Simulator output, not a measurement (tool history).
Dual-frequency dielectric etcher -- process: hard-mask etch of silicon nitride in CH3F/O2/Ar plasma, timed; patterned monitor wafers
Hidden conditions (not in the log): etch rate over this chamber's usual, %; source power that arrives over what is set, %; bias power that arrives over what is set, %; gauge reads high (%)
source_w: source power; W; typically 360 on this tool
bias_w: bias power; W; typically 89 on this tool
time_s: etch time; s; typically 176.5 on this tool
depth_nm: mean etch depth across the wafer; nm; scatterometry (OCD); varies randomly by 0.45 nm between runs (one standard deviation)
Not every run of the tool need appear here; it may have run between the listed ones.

run    hour  source_w  bias_w  time_s  wafers since the last listed run  hours since the last wet clean  hours since the last source power generator calibration  hours since the last bias power generator calibration  hours since the last upper electrode change  hours since the gauge calibration  read-back reference wafer on the same gauge, depth_nm  depth_nm
  1     0.0       330      89   176.5                                 0                           355.9                                                   2316.4                                                 1023.7                                       4236.5                             1123.9                                                  127.0     123.7
      109.2  -- wet clean of the chamber
  2   109.7       330      89   176.5                               393                             0.5                                                   2426.1                                                 1133.4                                       4346.2                             1233.6                                                  127.0     123.8
  3   322.5       360      89   176.5                               976                           213.3                                                   2638.9                                                 1346.2                                       4559.0                             1446.4                                                  127.1     127.4
  4   508.7       360      89   176.5                               854                           399.5                                                   2825.1                                                 1532.4                                       4745.2                             1632.6                                                  127.2     126.5
      576.0  -- wet clean of the chamber
  5   576.5       360      89   176.5                               200                             0.5                                                   2892.9                                                 1600.2                                       4813.0                             1700.4                                                  126.8     127.6
  6   639.3       360      89   176.5                               288                            63.3                                                   2955.7                                                 1663.0                                       4875.8                             1763.2                                                  127.0     126.5
      710.3  -- upper electrode replaced
  7   710.8       360      89   176.5                               217                           134.8                                                   3027.2                                                 1734.5                                          0.5                             1834.7                                                  126.9     127.7
  8   756.3       360      89   176.5                               208                           180.3                                                   3072.7                                                 1780.0                                         46.0                             1880.2                                                  127.2     127.3
  9   814.9       360      89   176.5                               268                           238.9                                                   3131.3                                                 1838.6                                        104.6                             1938.8                                                  127.0     127.6
 10   885.8       360      89   176.5                               325                           309.8                                                   3202.2                                                 1909.5                                        175.5                             2009.7                                                  127.0     127.6
 11   927.8       360      89   176.5                               192                           351.8                                                   3244.2                                                 1951.5                                        217.5                             2051.7                                                  127.1     127.5
 12  1026.7       330      89   176.5                               453                           450.7                                                   3343.1                                                 2050.4                                        316.4                             2150.6                                                  127.1     125.5
 13  1088.9       280      83   150.0                               285                           512.9                                                   3405.3                                                 2112.6                                        378.6                             2212.8                                                  127.0     100.7
     1100.7  -- bias power generator calibrated
     1154.9  -- wet clean of the chamber
 14  1191.5       320      89   147.5                               342                            36.6                                                   3507.9                                                   90.8                                        481.2                             2315.4                                                  127.2     102.3
 15  1233.0       360      89   176.5                               190                            78.1                                                   3549.4                                                  132.3                                        522.7                             2356.9                                                  127.0     124.9
     1324.4  -- gauge calibrated
 16  1477.2       420      96   154.5                              1120                           322.3                                                   3793.6                                                  376.5                                        766.9                              152.8                                                  126.9     116.4
 17  1582.2       360      89   176.5                               481                           427.3                                                   3898.6                                                  481.5                                        871.9                              257.8                                                  126.9     125.5
     1629.1  -- wet clean of the chamber
 18  1694.4       360      89   141.0                               404                            65.3                                                   4010.8                                                  593.7                                        984.1                              370.0                                                  127.1     100.3
     1702.9  -- source power generator calibrated
 19  1761.9       270      83   204.5                               291                           132.8                                                     59.0                                                  661.2                                       1051.6                              437.5                                                  126.8     133.5
     2101.8  -- wet clean of the chamber
 20  2102.3       330      89   176.5                              1451                             0.5                                                    399.4                                                 1001.6                                       1392.0                              777.9                                                  127.0     123.4
 21  2160.0       360      89   176.5                               264                            58.2                                                    457.1                                                 1059.3                                       1449.7                              835.6                                                  126.9     126.0
 22  2250.1       420      68   159.0                               413                           148.3                                                    547.2                                                 1149.4                                       1539.8                              925.7                                                  127.1     108.9
 23  2296.9       290     100   176.5                               214                           195.1                                                    594.0                                                 1196.2                                       1586.6                              972.5                                                  127.1     123.5

5 options for the next run, each taken on its own from the tool as it stands now. Forecast them:
  A  2297.4       360      79   176.5                                 2                           195.6                                                    594.5                                                 1196.7                                       1587.1                              973.0                                                      ?         ?
  B  2297.4       390      89   196.0                                 2                           195.6                                                    594.5                                                 1196.7                                       1587.1                              973.0                                                      ?         ?
  C  2297.4       360      89   136.5                                 2                           195.6                                                    594.5                                                 1196.7                                       1587.1                              973.0                                                      ?         ?
  D  2297.4       270      75   157.0                                 2                           195.6                                                    594.5                                                 1196.7                                       1587.1                              973.0                                                      ?         ?
  E  2297.4       410      83   154.0                                 2                           195.6                                                    594.5                                                 1196.7                                       1587.1                              973.0                                                      ?         ?

run  read-back reference wafer on the same gauge, depth_nm  depth_nm
  A                                                  127.1     121.9
  B                                                  127.1     142.8
  C                                                  127.1      97.6
  D                                                  127.1     100.3
  E                                                  127.1     111.3
Stripped of hidden state, with their random variation kept, the same runs would have yielded:
run  depth_nm
  A     121.5
  B     142.3
  C      97.2
  D      99.9
  E     110.9

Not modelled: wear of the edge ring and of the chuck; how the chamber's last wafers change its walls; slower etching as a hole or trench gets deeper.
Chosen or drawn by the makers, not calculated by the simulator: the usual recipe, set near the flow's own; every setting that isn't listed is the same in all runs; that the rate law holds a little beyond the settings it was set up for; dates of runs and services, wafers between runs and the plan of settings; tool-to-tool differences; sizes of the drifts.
